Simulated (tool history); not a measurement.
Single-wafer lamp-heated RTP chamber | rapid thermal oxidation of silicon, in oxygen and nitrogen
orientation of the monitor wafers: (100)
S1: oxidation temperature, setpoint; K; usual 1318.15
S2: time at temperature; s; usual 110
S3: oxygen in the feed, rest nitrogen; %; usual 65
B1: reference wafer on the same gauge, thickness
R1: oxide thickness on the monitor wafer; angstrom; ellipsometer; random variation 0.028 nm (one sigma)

run	day	S1	S2	S3	B1	R1
1	0.000	1334.15	69	65	10.519	87.58
2	4.142	1334.15	69	65	10.558	87.73
3	5.567	1334.15	69	65	10.552	87.73
4	6.312	1318.15	110	65	10.561	96.99
5	7.183	1318.15	110	65	10.569	97.14
6	7.767	1318.15	110	65	10.566	96.87
7	9.204	1318.15	110	65	10.579	97.53
8	9.996	1341.15	110	48	10.592	102.26
9	10.588	1341.15	110	48	10.585	102.25
10	11.804	1318.15	110	65	10.602	97.67
11	13.208	1318.15	110	65	10.617	98.38
12	13.846	1318.15	110	65	10.613	97.74
13	14.462	1318.15	110	65	10.638	97.65
14	15.608	1289.15	96	35	10.630	60.42
15	16.504	1331.15	58	86	10.646	88.57
16	20.729	1318.15	110	77	10.437	102.25
17	22.029	1289.15	78	57	10.444	64.19
18	24.600	1318.15	110	46	10.452	85.26
19	26.021	1309.15	151	65	10.453	104.40
20	26.867	1318.15	146	53	10.450	101.99
21	28.454	1318.15	64	65	10.460	75.28
22	29.525	1318.15	110	65	10.451	96.34
23	30.321	1318.15	110	65	10.452	96.45
24	31.238	1318.15	110	65	10.463	96.17
25	31.804	1341.15	59	56	10.456	80.50
26	32.658	1318.15	110	65	10.455	96.67
27	33.450	1295.15	110	90	10.467	92.14
28	34.604	1318.15	154	77	10.478	119.61
29	35.825	1326.15	134	76	10.489	118.42
30	36.925	1329.15	110	73	10.497	108.27
31	38.238	1318.15	147	48	10.489	98.20
32	39.712	1318.15	110	65	10.503	96.17
33	40.317	1318.15	110	82	10.505	105.27
34	41.258	1318.15	135	65	10.511	105.75
35	42.100	1299.15	165	57	10.533	97.23
36	43.162	1334.15	110	46	10.523	95.13
37	44.125	1338.15	110	65	10.541	111.26
38	44.696	1288.15	110	76	10.538	82.88

Taken out of this log: 3 entries between the listed runs. Where each belongs, and how the hidden state differs across it:
Between runs 8 and 9: pyrometer window cleaned and pyrometer calibrated (day 10.529)
  gauge reads high (%): 1.33 -> 1.38
  measured less the result without the state, R1: +1.34 -> +1.39 angstrom
Between runs 15 and 16: gauge calibrated (day 19.679)
  gauge reads high (%): 1.93 -> -0.0963
  measured less the result without the state, R1: +1.67 -> -0.10 angstrom
Between runs 20 and 21: oxygen flow controller replaced (day 28.433)
  gauge reads high (%): -0.0206 -> 0.0173
  measured less the result without the state, R1: -0.02 -> +0.01 angstrom

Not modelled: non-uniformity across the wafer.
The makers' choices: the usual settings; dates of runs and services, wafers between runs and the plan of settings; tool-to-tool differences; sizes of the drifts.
